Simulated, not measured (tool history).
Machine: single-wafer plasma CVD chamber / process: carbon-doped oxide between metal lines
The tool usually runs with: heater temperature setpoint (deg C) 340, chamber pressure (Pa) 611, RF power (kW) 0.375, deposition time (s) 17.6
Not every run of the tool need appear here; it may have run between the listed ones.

run   hour  heater temperature setpoint (deg C)  chamber pressure (Pa)  RF power (kW)  deposition time (s)  read-back reference wafer on the same gauge, thickness_nm  mean film thickness on the monitor wafer (Å)
  1    0.0                                  340                    545          0.375                 17.6                                                     77.190                                        612.46
  2   30.8                                  340                    545          0.375                 17.6                                                     77.178                                        611.75
  3   52.7                                  340                    611          0.375                 17.6                                                     77.161                                        618.81
     136.8  -- gauge calibrated
  4  137.2                                  340                    611          0.375                 17.6                                                     77.180                                        617.64
  5  164.6                                  340                    611          0.375                 17.6                                                     77.217                                        617.18
  6  179.1                                  340                    611          0.375                 15.4                                                     77.197                                        541.37
  7  214.7                                  340                    611          0.375                 17.6                                                     77.242                                        616.89
  8  231.0                                  340                    611          0.375                 17.6                                                     77.178                                        620.11
  9  266.0                                  340                    611          0.375                 17.6                                                     77.206                                        618.81
 10  290.4                                  340                    611          0.375                 20.4                                                     77.228                                        713.35
     325.0  -- showerhead replaced
 11  325.5                                  340                    611          0.375                 20.4                                                     77.187                                        713.24
     345.9  -- thermocouple changed; heater temperature recalibrated
 12  346.4                                  340                    611          0.375                 20.4                                                     77.224                                        729.87
     358.4  -- capacitance manometer re-zeroed and calibrated
 13  380.3                                  340                    699          0.420                 17.6                                                     77.207                                        681.14
 14  406.3                                  350                    563          0.355                 17.6                                                     77.256                                        586.55
 15  421.4                                  348                    611          0.375                 15.5                                                     77.161                                        540.99
 16  433.7                                  340                    611          0.375                 20.4                                                     77.233                                        726.45
 17  452.8                                  349                    611          0.375                 17.6                                                     77.196                                        610.18
 18  466.8                                  349                    721          0.415                 17.6                                                     77.201                                        658.16
 19  494.7                                  349                    528          0.350                 16.1                                                     77.220                                        529.53
     515.0  -- gauge calibrated
 20  520.1                                  340                    611          0.425                 17.6                                                     77.202                                        672.39
     553.0  -- RF generator calibrated
 21  553.6                                  346                    705          0.375                 17.6                                                     77.217                                        655.87
 22  579.6                                  340                    611          0.375                 17.6                                                     77.199                                        657.64
 23  612.4                                  340                    749          0.375                 15.9                                                     77.183                                        605.54
 24  645.9                                  340                    611          0.375                 17.6                                                     77.188                                        651.79
 25  668.3                                  340                    611          0.375                 17.6                                                     77.132                                        652.42
 26  695.2                                  340                    611          0.330                 17.6                                                     77.155                                        606.63
 27  713.5                                  331                    611          0.355                 19.4                                                     77.242                                        716.25

Predict each of these 4 candidate next runs independently; none follows another, all start after run 27:
  A  713.9                                  340                    611          0.375                 17.6                                                          ?                                             ?
  B  713.9                                  345                    515          0.415                 21.0                                                          ?                                             ?
  C  713.9                                  350                    611          0.310                 17.6                                                          ?                                             ?
  D  713.9                                  340                    560          0.320                 16.7                                                          ?                                             ?

run  read-back reference wafer on the same gauge, thickness_nm  mean film thickness on the monitor wafer (Å)
  A                                                     77.189                                        649.70
  B                                                     77.189                                        789.41
  C                                                     77.189                                        568.18
  D                                                     77.189                                        561.80
With no hidden state in the tool, these same runs would have given:
run  mean film thickness on the monitor wafer (Å)
  A                                        663.44
  B                                        805.63
  C                                        579.61
  D                                        573.68
